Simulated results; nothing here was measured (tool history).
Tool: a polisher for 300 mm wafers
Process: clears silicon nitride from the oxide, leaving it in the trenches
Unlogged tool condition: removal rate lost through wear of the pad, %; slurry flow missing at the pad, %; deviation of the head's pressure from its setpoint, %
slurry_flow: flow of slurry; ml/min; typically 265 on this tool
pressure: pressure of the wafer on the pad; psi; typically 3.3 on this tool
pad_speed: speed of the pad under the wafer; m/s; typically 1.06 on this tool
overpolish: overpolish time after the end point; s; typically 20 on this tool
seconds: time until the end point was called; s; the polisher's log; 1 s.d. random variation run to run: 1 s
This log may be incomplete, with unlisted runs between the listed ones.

run,hour,slurry_flow,pressure,pad_speed,overpolish,wafers since the last listed run,wafers polished on this pad,hours since the slurry nozzle was cleaned,hours since the head pressure was calibrated,"incoming thickness of the incoming film, nm",seconds
1,0.0,265,3.3,1.06,20,0,429,536.2,946.7,108.7,93.0
# hour 19.5: worn pad replaced by a new one
2,20.0,265,3.3,1.06,20,125,3,556.2,966.7,108.4,81.2
3,25.1,265,3.3,1.06,20,40,43,561.3,971.8,110.6,82.7
4,31.1,265,3.3,1.06,20,47,90,567.3,977.8,111.3,88.8
5,38.9,265,3.3,1.06,20,61,152,575.1,985.6,110.3,87.6
6,48.9,265,3.3,1.06,20,78,230,585.1,995.6,110.3,90.1
7,62.7,265,3.3,1.18,20,108,339,598.9,1009.4,108.9,80.8
# hour 76.4: head pressure recalibrated
8,76.9,265,3.3,1.06,9,95,434,613.1,0.5,109.5,92.4
# hour 78.9: slurry nozzle cleaned
9,84.9,265,3.3,1.06,20,54,489,6.0,8.5,109.6,93.7
10,97.2,265,3.3,1.06,20,96,586,18.3,20.8,109.5,94.3
# hour 105.6: worn pad replaced by a new one, of another model than before
11,111.8,265,3.3,1.06,11,83,48,32.9,35.4,109.9,87.3
12,122.2,350,3.8,0.92,15,81,130,43.3,45.8,112.0,86.9
13,131.8,265,2.4,1.36,12,75,205,52.9,55.4,109.6,91.4
14,141.2,350,2.8,1.06,25,73,279,62.3,64.8,111.7,102.1
15,158.0,265,3.3,1.06,20,131,411,79.1,81.6,108.9,93.4

What if the next run were any one of these 4? Each begins from the tool's condition after run 15:
A,158.5,265,3.3,1.06,27,3,415,79.6,82.1,108.9,?
B,158.5,235,2.4,1.06,28,3,415,79.6,82.1,108.9,?
C,158.5,215,3.3,1.06,20,3,415,79.6,82.1,108.9,?
D,158.5,265,3.3,1.06,28,3,415,79.6,82.1,108.9,?

run,seconds
A,92.8
B,111.8
C,96.3
D,92.8
With the hidden condition removed and each run's random variation left untouched, the same runs would have given:
run,seconds
A,81.4
B,98.1
C,84.5
D,81.4
